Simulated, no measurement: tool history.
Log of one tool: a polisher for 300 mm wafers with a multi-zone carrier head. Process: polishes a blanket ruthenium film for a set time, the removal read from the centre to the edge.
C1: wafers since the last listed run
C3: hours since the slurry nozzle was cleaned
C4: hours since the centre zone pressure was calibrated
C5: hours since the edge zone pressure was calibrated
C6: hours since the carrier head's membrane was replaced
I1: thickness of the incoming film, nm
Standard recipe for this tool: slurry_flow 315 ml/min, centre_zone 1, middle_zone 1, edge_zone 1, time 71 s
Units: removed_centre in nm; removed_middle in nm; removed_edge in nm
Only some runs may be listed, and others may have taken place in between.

{"run": 1, "hour": 0.0, "slurry_flow": 315, "centre_zone": 1, "middle_zone": 1, "edge_zone": 1, "time": 71, "C1": 0, "wafers polished on this pad": 471, "C3": 63.2, "C4": 849.3, "C5": 571.9, "C6": 296.7, "I1": 403.6, "removed_centre": 50, "removed_middle": 52.9, "removed_edge": 55.6}
{"run": 2, "hour": 255.9, "slurry_flow": 315, "centre_zone": 1, "middle_zone": 1, "edge_zone": 1, "time": 71, "C1": 2103, "wafers polished on this pad": 2575, "C3": 319.1, "C4": 1105.2, "C5": 827.8, "C6": 552.6, "I1": 402.4, "removed_centre": 49.4, "removed_middle": 52.2, "removed_edge": 54.6}
{"hour": 273.7, "done": "worn pad replaced by a new one"}
{"run": 3, "hour": 319.2, "slurry_flow": 315, "centre_zone": 1, "middle_zone": 1, "edge_zone": 1, "time": 71, "C1": 487, "wafers polished on this pad": 373, "C3": 382.4, "C4": 1168.5, "C5": 891.1, "C6": 615.9, "I1": 395.3, "removed_centre": 48.3, "removed_middle": 52, "removed_edge": 55}
{"hour": 329.5, "done": "slurry nozzle cleaned"}
{"hour": 348.7, "done": "carrier head's membrane replaced by a new one"}
{"run": 4, "hour": 381.5, "slurry_flow": 315, "centre_zone": 1, "middle_zone": 0.95, "edge_zone": 1, "time": 71, "C1": 462, "wafers polished on this pad": 836, "C3": 52, "C4": 1230.8, "C5": 953.4, "C6": 32.8, "I1": 401.3, "removed_centre": 47.5, "removed_middle": 50.5, "removed_edge": 55.3}
{"run": 5, "hour": 417.8, "slurry_flow": 390, "centre_zone": 1, "middle_zone": 1.03, "edge_zone": 1, "time": 71, "C1": 298, "wafers polished on this pad": 1135, "C3": 88.3, "C4": 1267.1, "C5": 989.7, "C6": 69.1, "I1": 406.7, "removed_centre": 48.7, "removed_middle": 55, "removed_edge": 55.7}
{"run": 6, "hour": 462.7, "slurry_flow": 390, "centre_zone": 1, "middle_zone": 1.03, "edge_zone": 1, "time": 71, "C1": 369, "wafers polished on this pad": 1504, "C3": 133.2, "C4": 1312, "C5": 1034.6, "C6": 114, "I1": 393.5, "removed_centre": 50.2, "removed_middle": 54.9, "removed_edge": 55.9}
{"hour": 552.1, "done": "worn pad replaced by a new one"}
{"run": 7, "hour": 563.5, "slurry_flow": 315, "centre_zone": 0.91, "middle_zone": 1, "edge_zone": 0.97, "time": 71, "C1": 795, "wafers polished on this pad": 94, "C3": 234, "C4": 1412.8, "C5": 1135.4, "C6": 214.8, "I1": 395.4, "removed_centre": 45.1, "removed_middle": 54, "removed_edge": 54.2}
{"hour": 570.9, "done": "centre zone pressure recalibrated"}
{"run": 8, "hour": 622.4, "slurry_flow": 315, "centre_zone": 0.91, "middle_zone": 1, "edge_zone": 0.97, "time": 71, "C1": 467, "wafers polished on this pad": 561, "C3": 292.9, "C4": 51.5, "C5": 1194.3, "C6": 273.7, "I1": 395.6, "removed_centre": 50, "removed_middle": 53.1, "removed_edge": 55.2}
{"run": 9, "hour": 704.2, "slurry_flow": 315, "centre_zone": 0.91, "middle_zone": 1, "edge_zone": 0.97, "time": 71, "C1": 672, "wafers polished on this pad": 1234, "C3": 374.7, "C4": 133.3, "C5": 1276.1, "C6": 355.5, "I1": 403.6, "removed_centre": 49.2, "removed_middle": 52.5, "removed_edge": 53.8}
{"hour": 727.7, "done": "slurry nozzle cleaned"}
{"run": 10, "hour": 752.0, "slurry_flow": 315, "centre_zone": 1.04, "middle_zone": 1, "edge_zone": 1, "time": 71, "C1": 384, "wafers polished on this pad": 1619, "C3": 24.3, "C4": 181.1, "C5": 1323.9, "C6": 403.3, "I1": 394.1, "removed_centre": 54.6, "removed_middle": 53, "removed_edge": 54.6}
{"hour": 787.3, "done": "edge zone pressure recalibrated"}
{"run": 11, "hour": 823.6, "slurry_flow": 315, "centre_zone": 1.04, "middle_zone": 1, "edge_zone": 1, "time": 71, "C1": 572, "wafers polished on this pad": 2191, "C3": 95.9, "C4": 252.7, "C5": 36.3, "C6": 474.9, "I1": 400.4, "removed_centre": 53.6, "removed_middle": 52.1, "removed_edge": 55.6}
{"hour": 854.1, "done": "worn pad replaced by a new one"}
{"run": 12, "hour": 872.5, "slurry_flow": 315, "centre_zone": 1, "middle_zone": 1, "edge_zone": 0.95, "time": 71, "C1": 369, "wafers polished on this pad": 150, "C3": 144.8, "C4": 301.6, "C5": 85.2, "C6": 523.8, "I1": 397.3, "removed_centre": 52.4, "removed_middle": 52.6, "removed_edge": 53.7}
{"hour": 918.9, "done": "carrier head's membrane replaced by a new one"}
{"run": 13, "hour": 930.7, "slurry_flow": 315, "centre_zone": 0.91, "middle_zone": 1, "edge_zone": 0.97, "time": 71, "C1": 437, "wafers polished on this pad": 588, "C3": 203, "C4": 359.8, "C5": 143.4, "C6": 11.8, "I1": 398.1, "removed_centre": 47.9, "removed_middle": 53.1, "removed_edge": 54}
{"run": 14, "hour": 967.7, "slurry_flow": 285, "centre_zone": 1, "middle_zone": 1, "edge_zone": 1.07, "time": 71, "C1": 304, "wafers polished on this pad": 892, "C3": 240, "C4": 396.8, "C5": 180.4, "C6": 48.8, "I1": 394.9, "removed_centre": 50.3, "removed_middle": 51.7, "removed_edge": 55.7}
{"run": 15, "hour": 1054.0, "slurry_flow": 315, "centre_zone": 1, "middle_zone": 1, "edge_zone": 1, "time": 71, "C1": 709, "wafers polished on this pad": 1602, "C3": 326.3, "C4": 483.1, "C5": 266.7, "C6": 135.1, "I1": 398.6, "removed_centre": 52.3, "removed_middle": 53.1, "removed_edge": 55.1}
{"run": 16, "hour": 1101.3, "slurry_flow": 210, "centre_zone": 1, "middle_zone": 1, "edge_zone": 1, "time": 71, "C1": 388, "wafers polished on this pad": 1990, "C3": 373.6, "C4": 530.4, "C5": 314, "C6": 182.4, "I1": 401.4, "removed_centre": 50.1, "removed_middle": 52.1, "removed_edge": 53.1}
{"run": 17, "hour": 1149.1, "slurry_flow": 315, "centre_zone": 1, "middle_zone": 1, "edge_zone": 1.08, "time": 52, "C1": 392, "wafers polished on this pad": 2383, "C3": 421.4, "C4": 578.2, "C5": 361.8, "C6": 230.2, "I1": 399.9, "removed_centre": 37.2, "removed_middle": 38.5, "removed_edge": 41.6}
{"hour": 1180.4, "done": "worn pad replaced by a new one"}
{"hour": 1184.6, "done": "slurry nozzle cleaned"}
{"run": 18, "hour": 1198.6, "slurry_flow": 315, "centre_zone": 0.91, "middle_zone": 0.91, "edge_zone": 1, "time": 71, "C1": 365, "wafers polished on this pad": 141, "C3": 14, "C4": 627.7, "C5": 411.3, "C6": 279.7, "I1": 402.7, "removed_centre": 46.8, "removed_middle": 49, "removed_edge": 54.6}
{"run": 19, "hour": 1236.2, "slurry_flow": 315, "centre_zone": 1, "middle_zone": 1, "edge_zone": 1, "time": 71, "C1": 309, "wafers polished on this pad": 450, "C3": 51.6, "C4": 665.3, "C5": 448.9, "C6": 317.3, "I1": 401.3, "removed_centre": 50.2, "removed_middle": 53.2, "removed_edge": 55.7}
{"run": 20, "hour": 1337.1, "slurry_flow": 315, "centre_zone": 1.11, "middle_zone": 1.09, "edge_zone": 1, "time": 56, "C1": 829, "wafers polished on this pad": 1280, "C3": 152.5, "C4": 766.2, "C5": 549.8, "C6": 418.2, "I1": 406.4, "removed_centre": 43.8, "removed_middle": 45.5, "removed_edge": 42.6}
{"run": 21, "hour": 1385.2, "slurry_flow": 315, "centre_zone": 0.95, "middle_zone": 1.04, "edge_zone": 0.89, "time": 89, "C1": 395, "wafers polished on this pad": 1675, "C3": 200.6, "C4": 814.3, "C5": 597.9, "C6": 466.3, "I1": 394.6, "removed_centre": 60.1, "removed_middle": 68.3, "removed_edge": 64.6}
{"run": 22, "hour": 1453.7, "slurry_flow": 390, "centre_zone": 1.06, "middle_zone": 1, "edge_zone": 1, "time": 71, "C1": 563, "wafers polished on this pad": 2238, "C3": 269.1, "C4": 882.8, "C5": 666.4, "C6": 534.8, "I1": 399.8, "removed_centre": 52.6, "removed_middle": 53.1, "removed_edge": 55.6}
{"run": 23, "hour": 1513.3, "slurry_flow": 315, "centre_zone": 1, "middle_zone": 0.89, "edge_zone": 0.89, "time": 71, "C1": 489, "wafers polished on this pad": 2728, "C3": 328.7, "C4": 942.4, "C5": 726, "C6": 594.4, "I1": 402.2, "removed_centre": 49.8, "removed_middle": 48, "removed_edge": 51.6}

Each row is a separate what-if for the run after 23, all from the same tool condition, not one after another. Results?
{"run": "A", "hour": 1513.7, "slurry_flow": 315, "centre_zone": 1, "middle_zone": 1.08, "edge_zone": 1, "time": 71, "C1": 3, "wafers polished on this pad": 2731, "C3": 329.1, "C4": 942.8, "C5": 726.4, "C6": 594.8, "I1": 399.5, "removed_centre": "?", "removed_middle": "?", "removed_edge": "?"}
{"run": "B", "hour": 1513.7, "slurry_flow": 360, "centre_zone": 0.91, "middle_zone": 1, "edge_zone": 1, "time": 90, "C1": 3, "wafers polished on this pad": 2731, "C3": 329.1, "C4": 942.8, "C5": 726.4, "C6": 594.8, "I1": 399.5, "removed_centre": "?", "removed_middle": "?", "removed_edge": "?"}
{"run": "C", "hour": 1513.7, "slurry_flow": 285, "centre_zone": 0.9, "middle_zone": 0.95, "edge_zone": 1, "time": 71, "C1": 3, "wafers polished on this pad": 2731, "C3": 329.1, "C4": 942.8, "C5": 726.4, "C6": 594.8, "I1": 399.5, "removed_centre": "?", "removed_middle": "?", "removed_edge": "?"}

run=A removed_centre=50 removed_middle=57.1 removed_edge=54.6
run=B removed_centre=59 removed_middle=68.4 removed_edge=69.7
run=C removed_centre=45.4 removed_middle=50.9 removed_edge=54.4
Stripped of hidden state, with their random variation kept, the same runs would have yielded:
run=A removed_centre=54.2 removed_middle=57.1 removed_edge=54.6
run=B removed_centre=64 removed_middle=68.4 removed_edge=69.7
run=C removed_centre=49.2 removed_middle=50.9 removed_edge=54.4

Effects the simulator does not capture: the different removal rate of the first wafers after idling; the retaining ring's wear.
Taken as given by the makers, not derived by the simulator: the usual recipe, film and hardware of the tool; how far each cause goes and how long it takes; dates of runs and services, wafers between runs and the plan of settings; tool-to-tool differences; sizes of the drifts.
